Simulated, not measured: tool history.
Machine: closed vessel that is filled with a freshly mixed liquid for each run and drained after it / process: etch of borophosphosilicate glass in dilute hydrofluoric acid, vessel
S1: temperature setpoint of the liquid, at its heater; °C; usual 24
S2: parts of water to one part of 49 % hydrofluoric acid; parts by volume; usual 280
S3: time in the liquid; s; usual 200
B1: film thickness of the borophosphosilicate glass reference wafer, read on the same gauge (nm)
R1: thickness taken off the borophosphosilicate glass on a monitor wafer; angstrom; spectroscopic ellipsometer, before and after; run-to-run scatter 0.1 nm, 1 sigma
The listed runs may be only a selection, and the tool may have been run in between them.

run	day	S1	S2	S3	B1	R1
1	0	24	280	200	39.73	301.3
2	7.629	24	280	200	39.51	300.5
3	9.862	24	230	200	39.45	383.9
4	12.267	24	230	200	39.43	381.5
# day 13.046: hydrofluoric acid flow meter replaced
5	15.217	24	230	150	39.34	286.8
6	16.583	24	230	150	39.2	286.5
7	18.067	24	230	150	39.2	287.7
# day 20.462: thermometer replaced
8	22.308	24	280	200	39.05	295.7
# day 26.258: gauge calibrated
9	29.104	22.5	420	145	39.87	122.6
10	30.596	24	230	200	39.8	385.9
11	32.421	24	280	265	39.75	400.5
12	35.258	27.5	365	155	39.6	185.1
13	38.271	22.5	365	170	39.61	172
14	39.383	24	280	200	39.53	299.8
# day 39.771: hydrofluoric acid flow meter replaced
15	41.396	24	230	200	39.5	384.8
16	43.312	25.5	170	230	39.44	673.5

Consider 4 possible next runs. They are alternatives, not a sequence: every one starts from the tool as it was left by run 16. What does each give?
A	43.342	24	415	200	?	?
B	43.342	24	210	295	?	?
C	43.342	22	280	200	?	?
D	43.342	20.5	225	110	?	?

run	B1	R1
A	39.4	178
B	39.4	632.4
C	39.4	278.7
D	39.4	190.2
Without the tool's unlogged condition, the same runs would have read:
run	R1
A	180.5
B	641.5
C	282.7
D	193
